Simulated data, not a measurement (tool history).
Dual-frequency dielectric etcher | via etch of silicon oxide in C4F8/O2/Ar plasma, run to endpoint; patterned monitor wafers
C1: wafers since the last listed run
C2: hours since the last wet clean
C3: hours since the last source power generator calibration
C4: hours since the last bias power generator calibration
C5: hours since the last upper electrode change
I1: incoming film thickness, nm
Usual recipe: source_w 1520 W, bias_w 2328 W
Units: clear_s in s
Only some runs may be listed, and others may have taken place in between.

Run 1, day 0: usual settings; C1 0; C2 291.6; C3 3797; C4 1869.6; C5 5262.9; I1 1171.9. Result: clear_s 251.7 s.
Run 2, day 0.317: usual settings; C1 25; C2 299.2; C3 3804.6; C4 1877.2; C5 5270.5; I1 1168. Result: clear_s 250.5 s.
Run 3, day 0.842: usual settings but source_w 1300 W; C1 42; C2 311.8; C3 3817.2; C4 1889.8; C5 5283.1; I1 1176.6. Result: clear_s 268.6 s.
Run 4, day 1.358: usual settings; C1 42; C2 324.2; C3 3829.6; C4 1902.2; C5 5295.5; I1 1177.1. Result: clear_s 252.9 s.
Run 5, day 1.642: usual settings; C1 23; C2 331; C3 3836.4; C4 1909; C5 5302.3; I1 1176. Result: clear_s 252.6 s.
Run 6, day 2.246: usual settings; C1 49; C2 345.5; C3 3850.9; C4 1923.5; C5 5316.8; I1 1164.3. Result: clear_s 247.1 s.
Run 7, day 2.717: usual settings but source_w 1800 W; C1 38; C2 356.8; C3 3862.2; C4 1934.8; C5 5328.1; I1 1169.6. Result: clear_s 234.4 s.
Run 8, day 2.975: usual settings but source_w 1790 W, bias_w 2471 W; C1 21; C2 363; C3 3868.4; C4 1941; C5 5334.3; I1 1177.5. Result: clear_s 232.7 s.
Run 9, day 3.442: usual settings but source_w 1790 W, bias_w 2471 W; C1 38; C2 374.2; C3 3879.6; C4 1952.2; C5 5345.5; I1 1183. Result: clear_s 232.8 s.
Run 10, day 4.146: usual settings but source_w 1790 W, bias_w 2471 W; C1 57; C2 391.1; C3 3896.5; C4 1969.1; C5 5362.4; I1 1168.2. Result: clear_s 231.1 s.
Run 11, day 4.679: usual settings but source_w 1810 W; C1 43; C2 403.9; C3 3909.3; C4 1981.9; C5 5375.2; I1 1164.5. Result: clear_s 230 s.
Run 12, day 5.071: usual settings but source_w 1810 W; C1 32; C2 413.3; C3 3918.7; C4 1991.3; C5 5384.6; I1 1178.4. Result: clear_s 234.1 s.
Run 13, day 5.404: usual settings; C1 27; C2 421.3; C3 3926.7; C4 1999.3; C5 5392.6; I1 1181.4. Result: clear_s 252.4 s.
Run 14, day 5.754: usual settings; C1 28; C2 429.7; C3 3935.1; C4 2007.7; C5 5401; I1 1175.6. Result: clear_s 249.5 s.
Run 15, day 6.033: usual settings; C1 22; C2 436.4; C3 3941.8; C4 2014.4; C5 5407.7; I1 1173.1. Result: clear_s 249.1 s.
At day 7.354: wet clean of the chamber.
Run 16, day 7.375: usual settings but bias_w 2535 W; C1 27; C2 0.5; C3 3974; C4 2046.6; C5 5439.9; I1 1181.6. Result: clear_s 255.5 s.
Run 17, day 7.392: usual settings but source_w 1330 W, bias_w 2870 W; C1 1; C2 0.9; C3 3974.4; C4 2047; C5 5440.3; I1 1171.2. Result: clear_s 257.1 s.
Run 18, day 7.742: usual settings but source_w 1680 W, bias_w 2847 W; C1 28; C2 9.3; C3 3982.8; C4 2055.4; C5 5448.7; I1 1169.2. Result: clear_s 234.1 s.
Run 19, day 8.267: usual settings but source_w 1160 W, bias_w 2813 W; C1 42; C2 21.9; C3 3995.4; C4 2068; C5 5461.3; I1 1183.8. Result: clear_s 276.4 s.
Run 20, day 8.696: usual settings but source_w 1340 W, bias_w 2761 W; C1 35; C2 32.2; C3 4005.7; C4 2078.3; C5 5471.6; I1 1181.2. Result: clear_s 261.3 s.
Run 21, day 9.154: usual settings but source_w 1180 W, bias_w 2651 W; C1 37; C2 43.2; C3 4016.7; C4 2089.3; C5 5482.6; I1 1171.9. Result: clear_s 273.6 s.
Run 22, day 10.733: usual settings; C1 129; C2 81.1; C3 4054.6; C4 2127.2; C5 5520.5; I1 1176.9. Result: clear_s 258 s.
At day 11.275: source power generator calibrated.
Run 23, day 11.292: usual settings but source_w 1830 W; C1 32; C2 94.5; C3 0.4; C4 2140.6; C5 5533.9; I1 1177.1. Result: clear_s 237 s.
At day 12.733: upper electrode replaced.
Run 24, day 13.321: usual settings but source_w 1320 W, bias_w 1856 W; C1 84; C2 143.2; C3 49.1; C4 2189.3; C5 14.1; I1 1179. Result: clear_s 284.8 s.
Run 25, day 13.846: usual settings but source_w 1690 W, bias_w 1763 W; C1 42; C2 155.8; C3 61.7; C4 2201.9; C5 26.7; I1 1170.1. Result: clear_s 256.6 s.
At day 14.404: bias power generator calibrated.
Run 26, day 14.525: usual settings but source_w 1660 W, bias_w 2064 W; C1 41; C2 172.1; C3 78; C4 2.9; C5 43; I1 1166.3. Result: clear_s 250.5 s.
Run 27, day 14.842: usual settings but source_w 1260 W, bias_w 2652 W; C1 25; C2 179.7; C3 85.6; C4 10.5; C5 50.6; I1 1194.8. Result: clear_s 270.2 s.
Run 28, day 15.971: usual settings; C1 92; C2 206.8; C3 112.7; C4 37.6; C5 77.7; I1 1160.8. Result: clear_s 249.4 s.

Expected results for the next run?
Run 29, day 16.258: usual settings but source_w 1720 W, bias_w 1953 W; C1 23; C2 213.7; C3 119.6; C4 44.5; C5 84.6; I1 1172.6. Result: clear_s ?.

{"run 29": {"clear_s": 250.2}}
Minus the tool's unlogged condition, the same run would have read clear_s 256.2 s.
